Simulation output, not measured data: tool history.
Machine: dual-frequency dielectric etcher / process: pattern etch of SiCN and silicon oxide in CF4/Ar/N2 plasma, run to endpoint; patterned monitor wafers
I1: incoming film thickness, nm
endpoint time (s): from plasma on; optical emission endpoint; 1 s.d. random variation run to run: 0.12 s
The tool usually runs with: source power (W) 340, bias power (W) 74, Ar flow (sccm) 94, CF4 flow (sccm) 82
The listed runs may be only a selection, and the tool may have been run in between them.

Run 1, day 0: usual settings but bias power (W) 62, CF4 flow (sccm) 78; I1 9.17. Result: endpoint time (s) 15.8.
At day 1.112: CF4 flow controller replaced.
At day 1.271: bias power generator calibrated.
Run 2, day 1.292: usual settings but bias power (W) 62, CF4 flow (sccm) 78; I1 9.17. Result: endpoint time (s) 15.4.
Run 3, day 1.504: usual settings but bias power (W) 87; I1 9.14. Result: endpoint time (s) 13.9.
Run 4, day 2.617: usual settings but Ar flow (sccm) 83; I1 9.24. Result: endpoint time (s) 14.2.
Run 5, day 3.133: usual settings but bias power (W) 60, CF4 flow (sccm) 97; I1 9.25. Result: endpoint time (s) 15.5.
Run 6, day 3.65: usual settings but source power (W) 310, Ar flow (sccm) 101; I1 9.21. Result: endpoint time (s) 15.5.
At day 5.175: Ar flow controller replaced.
Run 7, day 5.196: usual settings but bias power (W) 86, Ar flow (sccm) 115; I1 9.15. Result: endpoint time (s) 14.4.
Run 8, day 5.588: usual settings but CF4 flow (sccm) 97; I1 9.11. Result: endpoint time (s) 14.3.
Run 9, day 6.708: usual settings; I1 9.1. Result: endpoint time (s) 14.4.
Run 10, day 7.633: usual settings but source power (W) 270, Ar flow (sccm) 108; I1 9.17. Result: endpoint time (s) 16.4.
Run 11, day 8.383: usual settings; I1 9.21. Result: endpoint time (s) 14.5.
Run 12, day 8.942: usual settings; I1 9.19. Result: endpoint time (s) 14.5.
Run 13, day 9.654: usual settings but source power (W) 380, bias power (W) 61; I1 9.17. Result: endpoint time (s) 14.4.
At day 11.054: wet clean of the chamber.
At day 11.225: source power generator calibrated.
Run 14, day 11.246: usual settings but source power (W) 390, Ar flow (sccm) 83; I1 9.22. Result: endpoint time (s) 13.7.
Run 15, day 12.054: usual settings but bias power (W) 62, Ar flow (sccm) 73, CF4 flow (sccm) 90; I1 9.21. Result: endpoint time (s) 14.9.
Run 16, day 13.067: usual settings but bias power (W) 79; I1 9.24. Result: endpoint time (s) 14.9.
Run 17, day 13.821: usual settings but Ar flow (sccm) 115, CF4 flow (sccm) 71; I1 9.1. Result: endpoint time (s) 15.6.
Run 18, day 14.333: usual settings but source power (W) 360, bias power (W) 91; I1 9.14. Result: endpoint time (s) 13.6.
Run 19, day 15.754: usual settings but source power (W) 270, bias power (W) 67, Ar flow (sccm) 71; I1 9.32. Result: endpoint time (s) 16.4.
Run 20, day 16.467: usual settings but source power (W) 410, bias power (W) 63, Ar flow (sccm) 107, CF4 flow (sccm) 100; I1 9.28. Result: endpoint time (s) 14.3.
Run 21, day 17.45: usual settings but source power (W) 320; I1 9.28. Result: endpoint time (s) 15.4.
Run 22, day 18.521: usual settings but bias power (W) 63, Ar flow (sccm) 104; I1 9.13. Result: endpoint time (s) 15.6.
Run 23, day 19.1: usual settings but CF4 flow (sccm) 67; I1 9.18. Result: endpoint time (s) 15.1.
Run 24, day 19.642: usual settings; I1 9.23. Result: endpoint time (s) 14.8.

Below are 4 alternative next runs, each starting from the tool's condition after run 24. Predict each:
Run A, day 19.658: usual settings but Ar flow (sccm) 101; I1 9.23. Result: endpoint time (s) ?.
Run B, day 19.658: usual settings but source power (W) 390, bias power (W) 80, Ar flow (sccm) 71, CF4 flow (sccm) 101; I1 9.23. Result: endpoint time (s) ?.
Run C, day 19.658: usual settings but Ar flow (sccm) 116, CF4 flow (sccm) 65; I1 9.23. Result: endpoint time (s) ?.
Run D, day 19.658: usual settings but bias power (W) 61, CF4 flow (sccm) 100; I1 9.23. Result: endpoint time (s) ?.

run  endpoint time (s)
  A               14.9
  B               12.6
  C               15.6
  D               15.2
Take away the tool's hidden state, keep each run's random variation, and the runs would have read:
run  endpoint time (s)
  A               15.1
  B               12.8
  C               15.8
  D               15.5

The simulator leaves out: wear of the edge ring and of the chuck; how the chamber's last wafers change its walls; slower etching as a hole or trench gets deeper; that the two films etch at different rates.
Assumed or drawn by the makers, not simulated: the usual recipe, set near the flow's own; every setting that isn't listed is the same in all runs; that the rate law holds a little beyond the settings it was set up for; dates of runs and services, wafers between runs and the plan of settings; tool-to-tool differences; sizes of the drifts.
